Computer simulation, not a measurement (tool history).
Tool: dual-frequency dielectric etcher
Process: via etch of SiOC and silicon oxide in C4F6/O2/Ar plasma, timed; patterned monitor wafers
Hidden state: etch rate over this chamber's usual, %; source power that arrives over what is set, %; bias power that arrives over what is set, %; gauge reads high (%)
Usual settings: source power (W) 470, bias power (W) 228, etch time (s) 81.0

| run | hour | source power (W) | bias power (W) | etch time (s) | wafers since the last listed run | hours since the last wet clean | hours since the last source power generator calibration | hours since the last bias power generator calibration | hours since the last upper electrode change | hours since the gauge calibration | read-back reference wafer on the same gauge, depth_nm | mean etch depth across the wafer (angstrom) |
|---|---|---|---|---|---|---|---|---|---|---|---|---|
| 1 | 0.0 | 470 | 228 | 81.0 | 0 | 90.1 | 1714.6 | 3194.3 | 2127.5 | 907.5 | 113.7 | 997 |
| 2 | 48.6 | 470 | 228 | 81.0 | 326 | 138.7 | 1763.2 | 3242.9 | 2176.1 | 956.1 | 113.6 | 996 |
|  | 98.4 | upper electrode replaced |
| 3 | 98.9 | 470 | 228 | 81.0 | 176 | 189.0 | 1813.5 | 3293.2 | 0.5 | 1006.4 | 113.6 | 987 |
| 4 | 110.8 | 470 | 228 | 81.0 | 79 | 200.9 | 1825.4 | 3305.1 | 12.4 | 1018.3 | 113.5 | 986 |
| 5 | 160.5 | 470 | 228 | 81.0 | 333 | 250.6 | 1875.1 | 3354.8 | 62.1 | 1068.0 | 113.6 | 984 |
| 6 | 187.1 | 470 | 228 | 81.0 | 178 | 277.2 | 1901.7 | 3381.4 | 88.7 | 1094.6 | 113.6 | 987 |
| 7 | 241.5 | 470 | 228 | 81.0 | 365 | 331.6 | 1956.1 | 3435.8 | 143.1 | 1149.0 | 113.7 | 984 |
| 8 | 295.3 | 380 | 228 | 81.0 | 361 | 385.4 | 2009.9 | 3489.6 | 196.9 | 1202.8 | 113.6 | 924 |
| 9 | 325.6 | 380 | 228 | 81.0 | 203 | 415.7 | 2040.2 | 3519.9 | 227.2 | 1233.1 | 113.6 | 920 |
| 10 | 373.6 | 380 | 228 | 81.0 | 322 | 463.7 | 2088.2 | 3567.9 | 275.2 | 1281.1 | 113.7 | 919 |
| 11 | 411.0 | 470 | 259 | 102.5 | 251 | 501.1 | 2125.6 | 3605.3 | 312.6 | 1318.5 | 113.6 | 1296 |
| 12 | 463.6 | 590 | 177 | 88.0 | 353 | 553.7 | 2178.2 | 3657.9 | 365.2 | 1371.1 | 113.5 | 1048 |
| 13 | 511.5 | 470 | 228 | 81.0 | 321 | 601.6 | 2226.1 | 3705.8 | 413.1 | 1419.0 | 113.5 | 981 |
|  | 577.2 | gauge calibrated |
|  | 585.0 | wet clean of the chamber |
| 14 | 585.5 | 570 | 273 | 81.0 | 335 | 0.5 | 2300.1 | 3779.8 | 487.1 | 8.3 | 113.5 | 1133 |
| 15 | 603.1 | 470 | 228 | 104.5 | 118 | 18.1 | 2317.7 | 3797.4 | 504.7 | 25.9 | 113.7 | 1273 |
| 16 | 642.5 | 390 | 228 | 81.0 | 264 | 57.5 | 2357.1 | 3836.8 | 544.1 | 65.3 | 113.6 | 938 |
|  | 702.9 | bias power generator calibrated |
| 17 | 703.4 | 470 | 211 | 71.5 | 382 | 118.4 | 2418.0 | 0.5 | 605.0 | 126.2 | 113.5 | 852 |
| 18 | 753.0 | 470 | 211 | 104.5 | 333 | 168.0 | 2467.6 | 50.1 | 654.6 | 175.8 | 113.7 | 1242 |
| 19 | 821.6 | 410 | 228 | 69.0 | 460 | 236.6 | 2536.2 | 118.7 | 723.2 | 244.4 | 113.7 | 809 |
| 20 | 871.4 | 380 | 228 | 81.0 | 334 | 286.4 | 2586.0 | 168.5 | 773.0 | 294.2 | 113.6 | 924 |
|  | 897.0 | source power generator calibrated |
| 21 | 897.6 | 470 | 228 | 81.0 | 149 | 312.6 | 0.6 | 194.7 | 799.2 | 320.4 | 113.6 | 986 |
| 22 | 922.4 | 470 | 228 | 81.0 | 166 | 337.4 | 25.4 | 219.5 | 824.0 | 345.2 | 113.6 | 981 |
| 23 | 956.7 | 470 | 200 | 81.0 | 230 | 371.7 | 59.7 | 253.8 | 858.3 | 379.5 | 113.6 | 941 |
| 24 | 997.6 | 470 | 228 | 66.5 | 274 | 412.6 | 100.6 | 294.7 | 899.2 | 420.4 | 113.6 | 809 |
| 25 | 1059.8 | 470 | 228 | 81.0 | 417 | 474.8 | 162.8 | 356.9 | 961.4 | 482.6 | 113.7 | 980 |
| 26 | 1129.9 | 530 | 228 | 105.0 | 471 | 544.9 | 232.9 | 427.0 | 1031.5 | 552.7 | 113.6 | 1318 |
| 27 | 1184.7 | 470 | 228 | 81.0 | 368 | 599.7 | 287.7 | 481.8 | 1086.3 | 607.5 | 113.7 | 974 |
| 28 | 1251.9 | 470 | 228 | 81.0 | 451 | 666.9 | 354.9 | 549.0 | 1153.5 | 674.7 | 113.5 | 977 |
|  | 1305.3 | wet clean of the chamber |
| 29 | 1305.8 | 470 | 200 | 81.0 | 200 | 0.5 | 408.8 | 602.9 | 1207.4 | 728.6 | 113.6 | 957 |

5 ways to go on from here, each from the tool as it stands after run 29. What would each give?
| A | 1306.2 | 470 | 228 | 90.0 | 2 | 0.9 | 409.2 | 603.3 | 1207.8 | 729.0 | ? | ? |
| B | 1306.2 | 470 | 191 | 89.0 | 2 | 0.9 | 409.2 | 603.3 | 1207.8 | 729.0 | ? | ? |
| C | 1306.2 | 470 | 262 | 93.0 | 2 | 0.9 | 409.2 | 603.3 | 1207.8 | 729.0 | ? | ? |
| D | 1306.2 | 470 | 268 | 63.5 | 2 | 0.9 | 409.2 | 603.3 | 1207.8 | 729.0 | ? | ? |
| E | 1306.2 | 430 | 228 | 89.0 | 2 | 0.9 | 409.2 | 603.3 | 1207.8 | 729.0 | ? | ? |

| run | read-back reference wafer on the same gauge, depth_nm | mean etch depth across the wafer (angstrom) |
|---|---|---|
| A | 113.5 | 1104 |
| B | 113.5 | 1028 |
| C | 113.5 | 1197 |
| D | 113.5 | 824 |
| E | 113.5 | 1062 |
Without the tool's hidden state the same runs would have given:
| run | mean etch depth across the wafer (angstrom) |
|---|---|
| A | 1107 |
| B | 1031 |
| C | 1201 |
| D | 827 |
| E | 1066 |
